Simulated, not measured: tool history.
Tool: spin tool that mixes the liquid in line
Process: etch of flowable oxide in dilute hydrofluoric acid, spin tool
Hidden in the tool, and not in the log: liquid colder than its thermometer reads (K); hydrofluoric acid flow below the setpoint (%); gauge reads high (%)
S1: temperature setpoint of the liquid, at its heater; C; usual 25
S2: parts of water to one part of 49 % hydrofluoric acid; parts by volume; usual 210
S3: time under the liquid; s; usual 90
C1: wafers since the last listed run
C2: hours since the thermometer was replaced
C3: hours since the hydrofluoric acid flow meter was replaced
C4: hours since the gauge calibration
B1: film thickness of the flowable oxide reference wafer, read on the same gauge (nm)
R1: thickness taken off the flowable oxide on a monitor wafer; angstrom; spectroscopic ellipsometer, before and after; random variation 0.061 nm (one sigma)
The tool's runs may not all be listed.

run    hour    S1   S2   S3    C1      C2     C3      C4     B1     R1
  1       0    25  210   90     0  1202.5  690.4  1096.2  60.03   99.9
       64.4  -- hydrofluoric acid flow meter replaced
  2    71.4    25  285  115   481  1273.9      7  1167.6  60.01   88.1
  3   146.4    25  285  115   513  1348.9     82  1242.6  60.03   89.3
  4   187.2    25  285  115   279  1389.7  122.8  1283.4  60.02   88.2
  5   259.1    25  210   90   491  1461.6  194.7  1355.3  60.01  101.1
      307.6  -- thermometer replaced
  6   348.8    25  210   90   606    41.2  284.4    1445  60.01  100.5
  7   420.5    25  210   90   490   112.9  356.1  1516.7  60.02   99.9
  8   517.6  23.5  210  115   664     210  453.2  1613.8  59.98  122.3
  9   783.3    25  210   90  1817   475.7  718.9  1879.5  59.96   98.9
      786.6  -- hydrofluoric acid flow meter replaced
 10   854.9    25  210   90   482   547.3   68.3  1951.1  59.97  102.5
 11   933.4    25  210   90   536   625.8  146.8  2029.6  60.02  102.3
 12   993.1    25  210   90   408   685.5  206.5  2089.3  60.04  102.1
 13  1065.4    25  160   90   494   757.8  278.8  2161.6  59.95  139.9
 14  1118.2    25  210   90   361   810.6  331.6  2214.4     60  101.5
 15  1195.2    27  275   90   526   887.6  408.6  2291.4  60.01   76.6
 16    1293    25  210   65   668   985.4  506.4  2389.2  59.99     72
 17  1394.2    29  140   40   692  1086.6  607.6  2490.4  60.01   82.7
 18  1485.7  26.5  240   90   625  1178.1  699.1  2581.9  59.97   87.6
     1549.2  -- hydrofluoric acid flow meter replaced
 19  1552.4    25  150   60   449  1244.8    3.2  2648.6  60.01  102.1
 20  1655.5    25  115  145   705  1347.9  106.3  2751.7     60    335
       1657  -- gauge calibrated
 21  1701.9    25  155  125   317  1394.3  152.7    44.9  59.97  201.2
 22  1753.2    29  140   40   350  1445.6    204    96.2     60   85.2
 23  1851.4    25  210   90   671  1543.8  302.2   194.4  59.96  100.1
 24  1917.4    29  265   90   451  1609.8  368.2   260.4  60.06   86.2
 25  1965.9    25  265   60   331  1658.3  416.7   308.9     60     50
 26  2033.5    25  255   70   462  1725.9  484.3   376.5  60.02   61.1
       2047  -- thermometer replaced
 27  2126.5    25  165   90   629    79.5  577.3   469.5  59.99  133.8
     2154.3  -- hydrofluoric acid flow meter replaced
 28  2400.2    25  210   90  1865   353.2  245.9   743.2  60.02  101.3
 29  2438.8    29  235   60   264   391.8  284.5   781.8  60.02     67
 30  2557.5  22.5  285   90   811   510.5  403.2   900.5  60.02   62.6
 31  2653.8  28.5  210  110   658   606.8  499.5   996.8     60  136.8
 32  2718.5    25  210   90   442   671.5  564.2  1061.5  60.03  100.3
 33  2777.6    25  175  130   404   730.6  623.3  1120.6  59.99  178.3
     2839.9  -- hydrofluoric acid flow meter replaced
 34  2862.3  26.5  120   60   572   815.3   22.4  1205.3  60.02  139.4

Hidden state or all else? Some run-to-run changes of R1, split into what the settings, what came in and random variation would give without the hidden state, and what is left for the hidden state (with any gauge scatter that isn't in both results):
Run 1 -> 2: S2 210 -> 285, S3 90 -> 115, hydrofluoric acid flow meter replaced. R1 -11.8 angstrom: hidden state +3.4, all else -15.2.
Run 9 -> 10: hydrofluoric acid flow meter replaced. R1 +3.6 angstrom: hidden state +3.9, all else -0.3.
Run 19 -> 20: S2 150 -> 115, S3 60 -> 145. R1 +232.9 angstrom: hidden state -1.9, all else +234.8.
Run 20 -> 21: S2 115 -> 155, S3 145 -> 125, gauge calibrated. R1 -133.8 angstrom: hidden state +0.3, all else -134.1.
Run 21 -> 22: S1 25 -> 29, S2 155 -> 140, S3 125 -> 40. R1 -116 angstrom: hidden state +0.9, all else -116.9.
Run 33 -> 34: S1 25 -> 26.5, S2 175 -> 120, S3 130 -> 60, hydrofluoric acid flow meter replaced. R1 -38.9 angstrom: hidden state +5.7, all else -44.6.
